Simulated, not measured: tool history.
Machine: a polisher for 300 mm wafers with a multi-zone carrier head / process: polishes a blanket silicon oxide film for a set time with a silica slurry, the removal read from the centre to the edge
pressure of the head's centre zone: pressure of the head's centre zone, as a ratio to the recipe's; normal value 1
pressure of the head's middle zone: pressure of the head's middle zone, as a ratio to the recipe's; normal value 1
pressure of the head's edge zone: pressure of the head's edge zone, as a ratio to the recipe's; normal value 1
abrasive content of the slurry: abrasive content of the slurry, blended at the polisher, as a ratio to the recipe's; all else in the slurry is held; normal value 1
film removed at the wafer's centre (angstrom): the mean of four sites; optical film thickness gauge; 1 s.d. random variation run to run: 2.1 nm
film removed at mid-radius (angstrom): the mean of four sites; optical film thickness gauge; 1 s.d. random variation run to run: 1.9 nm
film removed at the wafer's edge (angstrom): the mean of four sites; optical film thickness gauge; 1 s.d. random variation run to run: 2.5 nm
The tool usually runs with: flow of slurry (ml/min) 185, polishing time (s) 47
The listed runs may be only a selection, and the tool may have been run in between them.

| run | hour | flow of slurry (ml/min) | pressure of the head's centre zone | pressure of the head's middle zone | pressure of the head's edge zone | abrasive content of the slurry | polishing time (s) | wafers since the last listed run | wafers polished on this pad | hours since the slurry nozzle was cleaned | hours since the centre zone pressure was calibrated | hours since the edge zone pressure was calibrated | hours since the carrier head's membrane was replaced | incoming thickness of the incoming film, nm | film removed at the wafer's centre (angstrom) | film removed at mid-radius (angstrom) | film removed at the wafer's edge (angstrom) |
|---|---|---|---|---|---|---|---|---|---|---|---|---|---|---|---|---|---|
| 1 | 0 | 185 | 1 | 1 | 1 | 1 | 47 | 0 | 247 | 342.4 | 666.3 | 1056.1 | 1203.4 | 1582.1 | 1882 | 1885 | 1952 |
| 2 | 15.7 | 150 | 1 | 1 | 1 | 1 | 47 | 175 | 422 | 358.1 | 682 | 1071.8 | 1219.1 | 1597.8 | 1809 | 1775 | 1847 |
| 3 | 33 | 150 | 1 | 1 | 1 | 1 | 47 | 192 | 615 | 375.4 | 699.3 | 1089.1 | 1236.4 | 1602.8 | 1750 | 1733 | 1769 |
| 4 | 45.5 | 150 | 1 | 1 | 1 | 1 | 47 | 139 | 754 | 387.9 | 711.8 | 1101.6 | 1248.9 | 1596.9 | 1710 | 1668 | 1707 |
|  | 51.9 | carrier head's membrane replaced by a new one |
|  | 54 | worn pad replaced by a new one |
| 5 | 58.8 | 185 | 1 | 1 | 1 | 1 | 47 | 69 | 53 | 401.2 | 725.1 | 1114.9 | 6.9 | 1607.2 | 1626 | 1586 | 1658 |
|  | 68.1 | centre zone pressure recalibrated |
| 6 | 71.1 | 185 | 1 | 1 | 1 | 1 | 47 | 114 | 168 | 413.5 | 3 | 1127.2 | 19.2 | 1591.7 | 1620 | 1575 | 1621 |
|  | 73.5 | edge zone pressure recalibrated |
|  | 81 | slurry nozzle cleaned |
|  | 85.1 | worn pad replaced by a new one, repeated, since the last time left the tool worse |
| 7 | 85.6 | 185 | 1 | 1 | 1 | 1 | 47 | 83 | 5 | 4.6 | 17.5 | 12.1 | 33.7 | 1600.6 | 1959 | 1921 | 1972 |
| 8 | 92.9 | 230 | 1 | 1 | 1.05 | 1 | 47 | 81 | 86 | 11.9 | 24.8 | 19.4 | 41 | 1592.6 | 1998 | 1961 | 2003 |

What will run 9 give?
| 9 | 100.2 | 225 | 1 | 0.88 | 1.09 | 0.8 | 47 | 81 | 168 | 19.2 | 32.1 | 26.7 | 48.3 | 1602.5 | ? | ? | ? |

{"run 9": {"film removed at the wafer's centre (angstrom)": 1667, "film removed at mid-radius (angstrom)": 1488, "film removed at the wafer's edge (angstrom)": 1705}}
Take away the tool's hidden state, keep the run-to-run variation as it was, and the same run would have given film removed at the wafer's centre (angstrom) 1678, film removed at mid-radius (angstrom) 1498, film removed at the wafer's edge (angstrom) 1715.
